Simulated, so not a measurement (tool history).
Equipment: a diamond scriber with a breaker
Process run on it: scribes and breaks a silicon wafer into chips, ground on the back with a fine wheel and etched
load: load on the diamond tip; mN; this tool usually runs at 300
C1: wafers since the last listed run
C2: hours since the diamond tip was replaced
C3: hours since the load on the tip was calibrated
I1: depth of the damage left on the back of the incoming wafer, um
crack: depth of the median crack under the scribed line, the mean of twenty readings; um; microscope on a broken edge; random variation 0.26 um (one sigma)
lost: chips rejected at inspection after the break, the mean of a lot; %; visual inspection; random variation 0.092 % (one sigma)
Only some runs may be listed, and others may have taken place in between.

run 1 hour=0 | load=235 | C1=0 C2=600.2 C3=41.9 | I1=0.57 | crack=12.73 lost=4.98
run 2 hour=28.8 | load=235 | C1=56 C2=629 C3=70.7 | I1=0.57 | crack=12.61 lost=4.67
run 3 hour=99.4 | load=273 | C1=139 C2=699.6 C3=141.3 | I1=0.51 | crack=13.91 lost=3.24
run 4 hour=150.2 | load=273 | C1=100 C2=750.4 C3=192.1 | I1=0.49 | crack=13.28 lost=3.32
run 5 hour=200.4 | load=282 | C1=99 C2=800.6 C3=242.3 | I1=0.32 | crack=13.22 lost=3.13
-- hour=238.4 diamond tip replaced by a new one
run 6 hour=238.9 | load=282 | C1=72 C2=0.5 C3=280.8 | I1=0.35 | crack=15.07 lost=1.58
run 7 hour=269.7 | load=282 | C1=60 C2=31.3 C3=311.6 | I1=0.78 | crack=14.6 lost=1.82
run 8 hour=303.6 | load=300 | C1=67 C2=65.2 C3=345.5 | I1=0.62 | crack=14.56 lost=1.65
run 9 hour=353.9 | load=300 | C1=99 C2=115.5 C3=395.8 | I1=0.69 | crack=15.29 lost=1.79
run 10 hour=450.6 | load=300 | C1=191 C2=212.2 C3=492.5 | I1=0.78 | crack=14.57 lost=1.86
run 11 hour=494.7 | load=300 | C1=87 C2=256.3 C3=536.6 | I1=0.48 | crack=14.84 lost=1.81
run 12 hour=541.1 | load=300 | C1=91 C2=302.7 C3=583 | I1=0.5 | crack=14.19 lost=1.82
run 13 hour=607.2 | load=266 | C1=130 C2=368.8 C3=649.1 | I1=0.53 | crack=12.91 lost=2.91
-- hour=642.7 load on the tip recalibrated
run 14 hour=643.2 | load=266 | C1=67 C2=404.8 C3=0.5 | I1=0.72 | crack=13.32 lost=3.1
run 15 hour=693 | load=266 | C1=98 C2=454.6 C3=50.3 | I1=0.71 | crack=13.39 lost=3.25
run 16 hour=755.8 | load=300 | C1=124 C2=517.4 C3=113.1 | I1=0.38 | crack=13.88 lost=2.25
run 17 hour=817 | load=300 | C1=121 C2=578.6 C3=174.3 | I1=0.41 | crack=13.91 lost=2.23
run 18 hour=852.6 | load=327 | C1=70 C2=614.2 C3=209.9 | I1=0.33 | crack=14.22 lost=1.91
run 19 hour=917.8 | load=327 | C1=128 C2=679.4 C3=275.1 | I1=0.6 | crack=14.34 lost=1.8
run 20 hour=964.4 | load=354 | C1=92 C2=726 C3=321.7 | I1=0.68 | crack=14.54 lost=1.72
run 21 hour=1004.8 | load=381 | C1=79 C2=766.4 C3=362.1 | I1=0.37 | crack=15.23 lost=1.59
-- hour=1017.7 diamond tip replaced by a new one
run 22 hour=1072.6 | load=260 | C1=130 C2=54.9 C3=429.9 | I1=0.71 | crack=13.74 lost=2.4
run 23 hour=1139.9 | load=336 | C1=133 C2=122.2 C3=497.2 | I1=0.59 | crack=15.49 lost=1.51
run 24 hour=1171 | load=273 | C1=61 C2=153.3 C3=528.3 | I1=0.31 | crack=14.19 lost=2.31
run 25 hour=1221.5 | load=300 | C1=99 C2=203.8 C3=578.8 | I1=0.79 | crack=14.82 lost=1.85
-- hour=1248.8 load on the tip recalibrated
run 26 hour=1277.2 | load=300 | C1=106 C2=259.5 C3=28.4 | I1=0.52 | crack=14.46 lost=2.08
run 27 hour=1349.2 | load=347 | C1=142 C2=331.5 C3=100.4 | I1=0.51 | crack=14.96 lost=1.6
run 28 hour=1419.4 | load=263 | C1=138 C2=401.7 C3=170.6 | I1=0.57 | crack=13.37 lost=3.28
run 29 hour=1476.7 | load=300 | C1=113 C2=459 C3=227.9 | I1=0.59 | crack=13.8 lost=2.29
run 30 hour=1538.1 | load=372 | C1=121 C2=520.4 C3=289.3 | I1=0.49 | crack=15.59 lost=1.74
run 31 hour=1603.3 | load=369 | C1=128 C2=585.6 C3=354.5 | I1=0.52 | crack=15.31 lost=1.62
run 32 hour=1664.2 | load=359 | C1=120 C2=646.5 C3=415.4 | I1=0.71 | crack=14.96 lost=1.62
-- hour=1690.9 diamond tip replaced by a new one
run 33 hour=1692.1 | load=333 | C1=51 C2=1.2 C3=443.3 | I1=0.78 | crack=15.79 lost=1.71
run 34 hour=1745.7 | load=333 | C1=105 C2=54.8 C3=496.9 | I1=0.69 | crack=15.2 lost=1.39
run 35 hour=1813.9 | load=211 | C1=134 C2=123 C3=565.1 | I1=0.52 | crack=12.48 lost=4.97
run 36 hour=1880.4 | load=325 | C1=131 C2=189.5 C3=631.6 | I1=0.34 | crack=14.45 lost=1.72
-- hour=1902.6 load on the tip recalibrated
run 37 hour=1932.1 | load=273 | C1=98 C2=241.2 C3=29.5 | I1=0.43 | crack=13.49 lost=2.54
run 38 hour=1981.1 | load=229 | C1=96 C2=290.2 C3=78.5 | I1=0.53 | crack=12.4 lost=4.87
run 39 hour=2045.6 | load=300 | C1=127 C2=354.7 C3=143 | I1=0.33 | crack=13.9 lost=2.13

Pick out some run-to-run changes in crack. Of each, how much would a tool without hidden state show as well, from the settings, what came in and chance, and how much is left for the hidden state and any gauge scatter not in both results compared?
What the log doesn't record here: share of the diamond tip's cutting effectiveness lost through wear, %; deviation of the load on the tip from its setpoint, %.
Run 5 -> 6: diamond tip replaced by a new one. crack +1.85 um: hidden state +1.22, all else +0.63.
Run 21 -> 22: load 381 -> 260, diamond tip replaced by a new one. crack -1.49 um: hidden state +1, all else -2.49.
Run 32 -> 33: load 359 -> 333, diamond tip replaced by a new one. crack +0.83 um: hidden state +1.14, all else -0.31.
Run 34 -> 35: load 333 -> 211. crack -2.72 um: hidden state -0.13, all else -2.59.
Run 35 -> 36: load 211 -> 325. crack +1.97 um: hidden state -0.28, all else +2.25.
